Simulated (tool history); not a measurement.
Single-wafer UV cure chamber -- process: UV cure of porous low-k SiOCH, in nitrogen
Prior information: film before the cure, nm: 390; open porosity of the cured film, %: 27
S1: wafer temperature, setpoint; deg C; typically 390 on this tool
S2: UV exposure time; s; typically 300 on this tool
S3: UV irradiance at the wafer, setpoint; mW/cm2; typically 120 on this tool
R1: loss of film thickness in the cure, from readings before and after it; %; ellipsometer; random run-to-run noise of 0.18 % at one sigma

run 1 hour=0 | S1=390 S2=300 S3=120 | R1=14.362
run 2 hour=44.5 | S1=390 S2=300 S3=120 | R1=14.539
run 3 hour=76 | S1=390 S2=300 S3=120 | R1=14.422
run 4 hour=110.7 | S1=385 S2=300 S3=120 | R1=14.61
run 5 hour=126.9 | S1=385 S2=300 S3=120 | R1=14.704
run 6 hour=139.4 | S1=385 S2=300 S3=120 | R1=14.668
run 7 hour=171.9 | S1=390 S2=300 S3=91 | R1=13.419
run 8 hour=204.4 | S1=390 S2=300 S3=91 | R1=13.092
run 9 hour=219 | S1=390 S2=300 S3=110 | R1=14.217
run 10 hour=253.3 | S1=390 S2=300 S3=110 | R1=13.951
run 11 hour=277.1 | S1=390 S2=300 S3=120 | R1=14.707
run 12 hour=294.9 | S1=390 S2=300 S3=120 | R1=14.585
run 13 hour=323.6 | S1=390 S2=300 S3=120 | R1=14.463
run 14 hour=337.1 | S1=390 S2=300 S3=96 | R1=13.614
run 15 hour=356.3 | S1=390 S2=300 S3=96 | R1=13.608
run 16 hour=375.9 | S1=390 S2=300 S3=96 | R1=13.686
run 17 hour=392.4 | S1=395 S2=300 S3=135 | R1=15.144
run 18 hour=413.2 | S1=396 S2=300 S3=120 | R1=14.45
run 19 hour=445.8 | S1=371 S2=395 S3=98 | R1=14.437
run 20 hour=471 | S1=373 S2=300 S3=91 | R1=12.812
run 21 hour=486 | S1=379 S2=460 S3=143 | R1=17.634
run 22 hour=510.7 | S1=390 S2=300 S3=120 | R1=14.563
run 23 hour=540.4 | S1=390 S2=395 S3=105 | R1=15.191
run 24 hour=563.4 | S1=382 S2=150 S3=142 | R1=11.949
run 25 hour=588.4 | S1=390 S2=300 S3=120 | R1=14.316
run 26 hour=623.1 | S1=383 S2=245 S3=104 | R1=12.985
run 27 hour=634.1 | S1=380 S2=455 S3=138 | R1=17.288
run 28 hour=649.8 | S1=390 S2=185 S3=150 | R1=13.153
run 29 hour=668.3 | S1=390 S2=350 S3=120 | R1=14.994
run 30 hour=691.7 | S1=396 S2=300 S3=104 | R1=13.821
run 31 hour=704.3 | S1=370 S2=355 S3=120 | R1=14.588
run 32 hour=729.3 | S1=390 S2=170 S3=109 | R1=11.568
run 33 hour=758.1 | S1=390 S2=300 S3=151 | R1=15.175
run 34 hour=793.8 | S1=390 S2=300 S3=120 | R1=14.504
run 35 hour=828.4 | S1=390 S2=300 S3=91 | R1=13.095
run 36 hour=857.9 | S1=390 S2=300 S3=120 | R1=14.696
run 37 hour=870.8 | S1=409 S2=300 S3=145 | R1=15.768

Withheld: 2 entries from between the runs. Position of each, and hidden state at the listed run before versus the listed run after:
In the gap between runs 12 and 13: UV bulbs replaced (hour 317.4)
  both runs share identical hidden conditions
In the gap between runs 25 and 26: quartz window cleaned (hour 622.6)
  both runs share identical hidden conditions

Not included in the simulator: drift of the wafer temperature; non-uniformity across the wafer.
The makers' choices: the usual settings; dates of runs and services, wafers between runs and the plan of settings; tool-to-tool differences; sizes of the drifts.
